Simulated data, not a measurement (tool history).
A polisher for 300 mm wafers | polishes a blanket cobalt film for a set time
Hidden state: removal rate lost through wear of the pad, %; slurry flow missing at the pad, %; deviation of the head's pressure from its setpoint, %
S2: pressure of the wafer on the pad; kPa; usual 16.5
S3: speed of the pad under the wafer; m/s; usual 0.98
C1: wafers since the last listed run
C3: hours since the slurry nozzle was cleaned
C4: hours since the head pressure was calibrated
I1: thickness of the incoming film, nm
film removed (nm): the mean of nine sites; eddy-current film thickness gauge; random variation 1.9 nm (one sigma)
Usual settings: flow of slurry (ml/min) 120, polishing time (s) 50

Run 1, hour 0: usual settings but flow of slurry (ml/min) 135, S2 15.2 kPa; C1 0; wafers polished on this pad 5975; C3 211.7; C4 109.5; I1 846.6. Result: film removed (nm) 277.7.
At hour 4.9: worn pad replaced by a new one.
Run 2, hour 62.8: usual settings but flow of slurry (ml/min) 135, S2 15.2 kPa; C1 896; wafers polished on this pad 882; C3 274.5; C4 172.3; I1 832.9. Result: film removed (nm) 281.7.
Run 3, hour 107.7: usual settings; C1 684; wafers polished on this pad 1567; C3 319.4; C4 217.2; I1 847.5. Result: film removed (nm) 300.9.
Run 4, hour 157.1: usual settings; C1 753; wafers polished on this pad 2320; C3 368.8; C4 266.6; I1 837.6. Result: film removed (nm) 301.2.
Run 5, hour 196.6: usual settings but S2 13.1 kPa, polishing time (s) 63; C1 602; wafers polished on this pad 2923; C3 408.3; C4 306.1; I1 845.6. Result: film removed (nm) 299.4.
Run 6, hour 258.4: usual settings but S3 1.24 m/s; C1 942; wafers polished on this pad 3865; C3 470.1; C4 367.9; I1 833.6. Result: film removed (nm) 376.3.
Run 7, hour 296: usual settings but S3 1.24 m/s; C1 573; wafers polished on this pad 4438; C3 507.7; C4 405.5; I1 839.3. Result: film removed (nm) 374.1.
At hour 304.5: slurry nozzle cleaned.
Run 8, hour 326.7: usual settings but S3 1.24 m/s; C1 452; wafers polished on this pad 4891; C3 22.2; C4 436.2; I1 855.4. Result: film removed (nm) 372.8.
Run 9, hour 388.6: usual settings but polishing time (s) 46; C1 943; wafers polished on this pad 5835; C3 84.1; C4 498.1; I1 847.8. Result: film removed (nm) 270.8.
Run 10, hour 427.5: usual settings but polishing time (s) 46; C1 593; wafers polished on this pad 6428; C3 123; C4 537; I1 846.5. Result: film removed (nm) 270.2.
At hour 431.5: worn pad replaced by a new one.
Run 11, hour 486: usual settings; C1 831; wafers polished on this pad 830; C3 181.5; C4 595.5; I1 856. Result: film removed (nm) 303.5.
Run 12, hour 533: usual settings; C1 716; wafers polished on this pad 1547; C3 228.5; C4 642.5; I1 844.4. Result: film removed (nm) 302.1.
At hour 548.4: head pressure recalibrated.
Run 13, hour 591.8: usual settings; C1 866; wafers polished on this pad 2413; C3 287.3; C4 43.4; I1 838.3. Result: film removed (nm) 298.6.
Run 14, hour 633: usual settings but polishing time (s) 42; C1 628; wafers polished on this pad 3041; C3 328.5; C4 84.6; I1 837.2. Result: film removed (nm) 249.6.
Run 15, hour 674.5: usual settings but polishing time (s) 42; C1 632; wafers polished on this pad 3674; C3 370; C4 126.1; I1 846.2. Result: film removed (nm) 248.9.
Run 16, hour 726: usual settings; C1 785; wafers polished on this pad 4459; C3 421.5; C4 177.6; I1 833.7. Result: film removed (nm) 293.6.
Run 17, hour 756.6: usual settings; C1 466; wafers polished on this pad 4926; C3 452.1; C4 208.2; I1 853. Result: film removed (nm) 297.9.
Run 18, hour 795.6: usual settings but S2 14.5 kPa, S3 0.78 m/s; C1 594; wafers polished on this pad 5521; C3 491.1; C4 247.2; I1 845.4. Result: film removed (nm) 206.1.
At hour 803.6: worn pad replaced by a new one.
Run 19, hour 821.7: usual settings but S3 0.68 m/s; C1 337; wafers polished on this pad 276; C3 517.2; C4 273.3; I1 862.6. Result: film removed (nm) 210.
At hour 830.2: slurry nozzle cleaned.
Run 20, hour 871.4: usual settings but S3 0.64 m/s; C1 742; wafers polished on this pad 1019; C3 41.2; C4 323; I1 860.9. Result: film removed (nm) 198.5.
Run 21, hour 899.2: usual settings; C1 423; wafers polished on this pad 1443; C3 69; C4 350.8; I1 859.4. Result: film removed (nm) 304.7.
Run 22, hour 963.8: usual settings but flow of slurry (ml/min) 105; C1 985; wafers polished on this pad 2428; C3 133.6; C4 415.4; I1 853.7. Result: film removed (nm) 289.5.
Run 23, hour 1019.4: usual settings but S2 21.4 kPa, S3 0.8 m/s; C1 847; wafers polished on this pad 3276; C3 189.2; C4 471; I1 842.3. Result: film removed (nm) 315.5.
Run 24, hour 1075.5: usual settings but flow of slurry (ml/min) 160, S3 1.2 m/s, polishing time (s) 62; C1 855; wafers polished on this pad 4131; C3 245.3; C4 527.1; I1 851.9. Result: film removed (nm) 478.2.
Run 25, hour 1136.8: usual settings but flow of slurry (ml/min) 85, S3 0.7 m/s, polishing time (s) 56; C1 934; wafers polished on this pad 5066; C3 306.6; C4 588.4; I1 856.4. Result: film removed (nm) 210.9.
Run 26, hour 1189.3: usual settings; C1 800; wafers polished on this pad 5867; C3 359.1; C4 640.9; I1 849.1. Result: film removed (nm) 292.6.
At hour 1208.5: head pressure recalibrated.
Run 27, hour 1227.5: usual settings but flow of slurry (ml/min) 145, S2 20.7 kPa; C1 552; wafers polished on this pad 6419; C3 397.3; C4 19; I1 837.9. Result: film removed (nm) 380.1.
At hour 1241.6: worn pad replaced by a new one.
Run 28, hour 1268.8: usual settings but S2 18.6 kPa; C1 568; wafers polished on this pad 414; C3 438.6; C4 60.3; I1 851.1. Result: film removed (nm) 343.8.
Run 29, hour 1298.2: usual settings but flow of slurry (ml/min) 95, S2 11.7 kPa, S3 1.26 m/s, polishing time (s) 65; C1 448; wafers polished on this pad 862; C3 468; C4 89.7; I1 847.5. Result: film removed (nm) 337.2.
Run 30, hour 1333.2: usual settings but flow of slurry (ml/min) 140, S3 1.08 m/s, polishing time (s) 58; C1 533; wafers polished on this pad 1396; C3 503; C4 124.7; I1 846.9. Result: film removed (nm) 396.
Run 31, hour 1381.1: usual settings; C1 730; wafers polished on this pad 2126; C3 550.9; C4 172.6; I1 851.9. Result: film removed (nm) 299.1.
Run 32, hour 1405.8: usual settings but flow of slurry (ml/min) 160, S3 0.8 m/s; C1 376; wafers polished on this pad 2503; C3 575.6; C4 197.3; I1 857.8. Result: film removed (nm) 261.8.
Run 33, hour 1430.3: usual settings; C1 373; wafers polished on this pad 2877; C3 600.1; C4 221.8; I1 843.9. Result: film removed (nm) 296.7.
Run 34, hour 1484.7: usual settings but flow of slurry (ml/min) 155; C1 829; wafers polished on this pad 3706; C3 654.5; C4 276.2; I1 838.5. Result: film removed (nm) 317.8.
At hour 1519.9: slurry nozzle cleaned.
Run 35, hour 1525.3: usual settings; C1 603; wafers polished on this pad 4310; C3 5.4; C4 316.8; I1 864. Result: film removed (nm) 294.6.
Run 36, hour 1555.2: usual settings but flow of slurry (ml/min) 160, polishing time (s) 60; C1 455; wafers polished on this pad 4766; C3 35.3; C4 346.7; I1 850.1. Result: film removed (nm) 374.6.
At hour 1594.6: worn pad replaced by a new one.
Run 37, hour 1665.5: usual settings but flow of slurry (ml/min) 105, S3 1.2 m/s, polishing time (s) 68; C1 1620; wafers polished on this pad 1081; C3 145.6; C4 457; I1 834. Result: film removed (nm) 487.9.

The tool's hidden state at each run:
slurry flow missing at the pad, %: 0 in every run
deviation of the head's pressure from its setpoint, %: 0 in every run
H1: removal rate lost through wear of the pad, %
run     H1
  1   3.76
  2  0.934
  3   1.36
  4   1.83
  5    2.2
  6   2.79
  7   3.15
  8   3.44
  9   4.03
 10    4.4
 11  0.785
 12   1.23
 13   1.79
 14   2.18
 15   2.58
 16   3.06
 17   3.36
 18   3.73
 19  0.831
 20    1.3
 21   1.57
 22   2.18
 23   2.71
 24   3.24
 25   3.82
 26   4.32
 27   4.68
 28  0.331
 29   0.61
 30  0.942
 31    1.4
 32   1.63
 33   1.86
 34   2.38
 35   2.77
 36   3.05
 37   1.06

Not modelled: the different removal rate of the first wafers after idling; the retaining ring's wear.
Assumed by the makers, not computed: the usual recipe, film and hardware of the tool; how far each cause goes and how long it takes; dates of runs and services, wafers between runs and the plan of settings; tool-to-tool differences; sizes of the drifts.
